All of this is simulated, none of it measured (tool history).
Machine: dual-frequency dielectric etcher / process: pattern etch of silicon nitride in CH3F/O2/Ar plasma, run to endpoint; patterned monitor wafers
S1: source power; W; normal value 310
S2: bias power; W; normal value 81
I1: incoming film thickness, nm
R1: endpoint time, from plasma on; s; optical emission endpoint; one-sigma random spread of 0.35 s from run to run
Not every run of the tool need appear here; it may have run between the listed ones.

run	day	S1	S2	I1	R1
1	0	310	81	35.15	55.7
2	0.604	310	72	34.84	56.4
3	1.938	310	72	34.57	56.2
4	2.25	310	72	34.9	56.5
5	2.588	310	81	35.41	56
6	2.979	350	93	35.02	51.4
7	3.467	350	93	34.97	51.1
8	3.846	310	81	35.07	55.4
9	4.379	310	81	35.17	55.1
10	4.729	310	67	34.99	57.9
11	6.912	310	81	34.99	54.6
12	7.642	310	81	35.26	55.4
# day 8.004: source power generator calibrated
13	8.238	310	81	34.98	54.4
14	8.562	340	89	34.98	51.2
15	9.021	360	81	34.74	51.4
16	9.425	360	81	35.16	51.7
17	10.908	360	81	35.07	51.2
18	11.571	310	89	34.49	52.5
19	11.908	240	71	34.91	60.6
# day 12.996: wet clean of the chamber
# day 14.004: upper electrode replaced
20	14.025	310	81	35.09	55.6
21	14.042	270	81	34.79	58.4
22	14.054	390	76	35.29	52
23	14.067	310	101	34.83	52.2
24	14.45	310	100	34.77	52.1
25	15.108	360	81	34.86	52.5
# day 15.325: bias power generator calibrated
26	15.742	280	81	35.21	57.9
27	16.488	280	64	34.77	60.5
28	17.112	310	81	34.93	54.7
29	18.912	310	81	34.56	54.6
30	19.65	310	62	35.12	59.2
31	20	310	81	35.21	55.4
32	20.65	270	66	34.9	60.7
33	21.112	360	100	34.93	48.7
34	21.688	340	64	34.7	54.9
35	22.2	360	92	34.8	50.1
36	22.767	270	98	35.04	54.3

Forecast each of these 3 alternatives for the next run:
A	22.783	310	81	34.91	?
B	22.783	380	74	34.91	?
C	22.783	350	76	34.91	?

run	R1
A	54.8
B	52.2
C	53.4
With no hidden state in the tool, these same runs would have given:
run	R1
A	56.4
B	53.7
C	54.9
